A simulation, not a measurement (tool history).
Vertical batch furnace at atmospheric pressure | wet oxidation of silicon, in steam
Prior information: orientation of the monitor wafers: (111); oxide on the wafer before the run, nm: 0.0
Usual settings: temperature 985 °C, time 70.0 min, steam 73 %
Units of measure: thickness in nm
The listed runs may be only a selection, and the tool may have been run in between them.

| run | hour | temperature | time | steam | read-back reference wafer on the same gauge, thickness | thickness |
|---|---|---|---|---|---|---|
| 1 | 0.0 | 985 | 70.0 | 81 | 364.00 | 418.80 |
| 2 | 9.6 | 985 | 70.0 | 81 | 364.21 | 418.95 |
| 3 | 35.2 | 985 | 70.0 | 81 | 363.92 | 417.05 |
| 4 | 48.8 | 985 | 59.5 | 73 | 363.87 | 351.09 |
| 5 | 59.3 | 985 | 59.5 | 73 | 364.09 | 351.05 |
| 6 | 67.8 | 985 | 59.5 | 73 | 363.96 | 350.34 |
| 7 | 82.4 | 977 | 70.0 | 73 | 364.12 | 370.27 |
| 8 | 89.3 | 977 | 70.0 | 73 | 364.01 | 369.96 |
|  | 119.0 | thermocouples replaced and temperature profile calibrated |
| 9 | 119.5 | 977 | 70.0 | 73 | 363.64 | 369.41 |
| 10 | 124.0 | 985 | 70.0 | 73 | 364.13 | 389.31 |
| 11 | 128.4 | 985 | 70.0 | 73 | 363.92 | 389.46 |
| 12 | 133.7 | 993 | 79.5 | 73 | 364.00 | 442.28 |
| 13 | 142.3 | 970 | 90.0 | 73 | 363.96 | 415.87 |
| 14 | 152.7 | 985 | 70.0 | 73 | 363.85 | 388.28 |
|  | 181.3 | steam generator serviced |
| 15 | 181.8 | 973 | 70.0 | 73 | 364.04 | 372.36 |
| 16 | 186.3 | 985 | 70.0 | 73 | 363.99 | 402.76 |
| 17 | 196.2 | 985 | 52.5 | 73 | 363.98 | 332.62 |
| 18 | 206.4 | 962 | 36.0 | 73 | 363.84 | 213.85 |
|  | 212.4 | gauge calibrated |
| 19 | 217.4 | 985 | 70.0 | 73 | 363.77 | 401.05 |
| 20 | 233.6 | 985 | 95.5 | 73 | 363.84 | 489.33 |
| 21 | 248.8 | 964 | 88.5 | 79 | 363.93 | 429.85 |
| 22 | 261.6 | 1005 | 70.0 | 82 | 364.02 | 484.88 |
| 23 | 271.8 | 985 | 94.5 | 67 | 364.06 | 460.13 |
| 24 | 284.5 | 995 | 55.0 | 64 | 363.98 | 336.47 |

What the log doesn't show, run by run:
true tube temperature minus thermocouple reading, K: 0, the same for each run
gauge reads high (%): 0, the same for each run
H1: steam share off its setpoint, % of the setpoint
| run | H1 |
|---|---|
| 1 | -4.94 |
| 2 | -5 |
| 3 | -5.17 |
| 4 | -5.26 |
| 5 | -5.33 |
| 6 | -5.39 |
| 7 | -5.49 |
| 8 | -5.54 |
| 9 | -5.75 |
| 10 | -5.78 |
| 11 | -5.82 |
| 12 | -5.85 |
| 13 | -5.91 |
| 14 | -5.99 |
| 15 | -1.03 |
| 16 | -1.03 |
| 17 | -1.03 |
| 18 | -1.03 |
| 19 | -1.03 |
| 20 | -1.03 |
| 21 | -1.04 |
| 22 | -1.04 |
| 23 | -1.05 |
| 24 | -1.05 |
